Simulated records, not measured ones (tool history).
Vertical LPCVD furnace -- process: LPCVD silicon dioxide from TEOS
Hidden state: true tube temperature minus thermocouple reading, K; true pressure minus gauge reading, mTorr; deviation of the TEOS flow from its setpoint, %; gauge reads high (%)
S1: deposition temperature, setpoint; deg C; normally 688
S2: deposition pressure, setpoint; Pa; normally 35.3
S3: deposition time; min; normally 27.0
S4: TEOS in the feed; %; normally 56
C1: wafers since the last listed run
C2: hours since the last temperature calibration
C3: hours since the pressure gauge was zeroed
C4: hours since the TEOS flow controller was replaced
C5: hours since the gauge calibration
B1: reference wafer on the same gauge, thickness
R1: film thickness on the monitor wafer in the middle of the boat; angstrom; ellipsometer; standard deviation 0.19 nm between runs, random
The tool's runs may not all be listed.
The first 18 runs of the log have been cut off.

run	hour	S1	S2	S3	S4	C1	C2	C3	C4	C5	B1	R1
19	240.2	688	41.3	30.5	63	191	92.7	67.0	4874.0	173.0	108.01	1638.6
20	246.7	688	35.3	27.0	56	65	99.2	73.5	4880.5	179.5	107.96	1261.7
21	257.5	688	35.3	27.0	56	108	110.0	84.3	4891.3	190.3	107.97	1266.3
# hour 282.1: TEOS flow controller replaced
22	282.6	680	40.0	27.0	52	11	135.1	109.4	0.5	215.4	108.00	1070.4
23	287.1	688	30.7	27.0	51	45	139.6	113.9	5.0	219.9	107.97	1130.6
24	291.7	688	30.7	27.0	56	46	144.2	118.5	9.6	224.5	108.02	1179.8
25	296.3	693	35.3	37.5	64	46	148.8	123.1	14.2	229.1	108.00	2122.9
# hour 321.6: gauge calibrated
26	322.0	679	42.0	21.5	56	257	174.5	148.8	39.9	0.4	108.06	885.1
27	334.7	700	38.0	34.0	49	127	187.2	161.5	52.6	13.1	107.94	2056.7
28	343.4	684	39.3	20.0	47	87	195.9	170.2	61.3	21.8	108.02	823.7
29	359.0	682	40.0	18.5	52	156	211.5	185.8	76.9	37.4	107.97	774.5
30	369.5	682	44.0	27.0	56	105	222.0	196.3	87.4	47.9	107.97	1223.3
31	383.8	698	35.3	27.0	46	143	236.3	210.6	101.7	62.2	107.98	1456.4
32	399.6	688	35.3	27.0	56	158	252.1	226.4	117.5	78.0	108.02	1270.5

Consider 3 possible next runs. They are alternatives, not a sequence: every one starts from the tool as it was left by run 32. What does each give?
A	404.3	688	35.3	27.0	60	47	256.8	231.1	122.2	82.7	?	?
B	404.3	691	35.3	20.5	65	47	256.8	231.1	122.2	82.7	?	?
C	404.3	692	28.0	34.5	56	47	256.8	231.1	122.2	82.7	?	?

run	B1	R1
A	108.01	1318.4
B	108.01	1118.7
C	108.01	1592.8
With the hidden condition removed and each run's random variation left untouched, the same runs would have given:
run	R1
A	1280.6
B	1086.9
C	1547.6

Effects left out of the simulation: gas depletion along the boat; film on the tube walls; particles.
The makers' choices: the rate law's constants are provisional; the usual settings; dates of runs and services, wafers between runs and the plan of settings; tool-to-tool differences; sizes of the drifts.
